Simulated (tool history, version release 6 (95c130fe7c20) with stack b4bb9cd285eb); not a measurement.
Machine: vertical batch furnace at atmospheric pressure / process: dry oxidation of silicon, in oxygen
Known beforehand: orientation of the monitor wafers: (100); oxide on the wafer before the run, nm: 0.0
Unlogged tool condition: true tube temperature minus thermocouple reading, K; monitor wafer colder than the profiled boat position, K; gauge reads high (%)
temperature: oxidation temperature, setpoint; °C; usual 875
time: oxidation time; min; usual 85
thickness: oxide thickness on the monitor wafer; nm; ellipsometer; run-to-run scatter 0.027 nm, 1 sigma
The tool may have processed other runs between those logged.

run   hour  temperature  time  wafers since the last listed run  hours since the last temperature calibration  hours since the boat lift was adjusted  hours since the gauge calibration  read-back reference wafer on the same gauge, thickness  thickness
  1      0          875    85                                 0                                        3864.6                                  3062.3                                138                                                    20.6      18.36
  2   34.2          875    85                               547                                        3898.8                                  3096.5                              172.2                                                    20.6      18.31
      62.4  -- gauge calibrated
  3   66.7          875    85                               519                                        3931.3                                    3129                                4.3                                                    20.6      18.28
  4   93.3          875    85                               425                                        3957.9                                  3155.6                               30.9                                                    20.6      18.32
     138.8  -- boat lift adjusted
     155.2  -- thermocouples replaced and temperature profile calibrated
  5  155.7          875    85                               351                                           0.5                                    16.9                               93.3                                                    20.6      18.35
  6  160.2          863    85                                71                                             5                                    21.4                               97.8                                                    20.6      16.05
  7  187.6          863    85                               438                                          32.4                                    48.8                              125.2                                                    20.6      16.06

What does the tool deliver on the next run?
  8  202.9          851   111                               244                                          47.7                                    64.1                              140.5                                                       ?          ?

read-back reference wafer on the same gauge, thickness: 20.6
thickness: 16.81 nm
Take away the tool's hidden state, keep the run-to-run variation as it was, and the same run would have given thickness 16.81 nm.
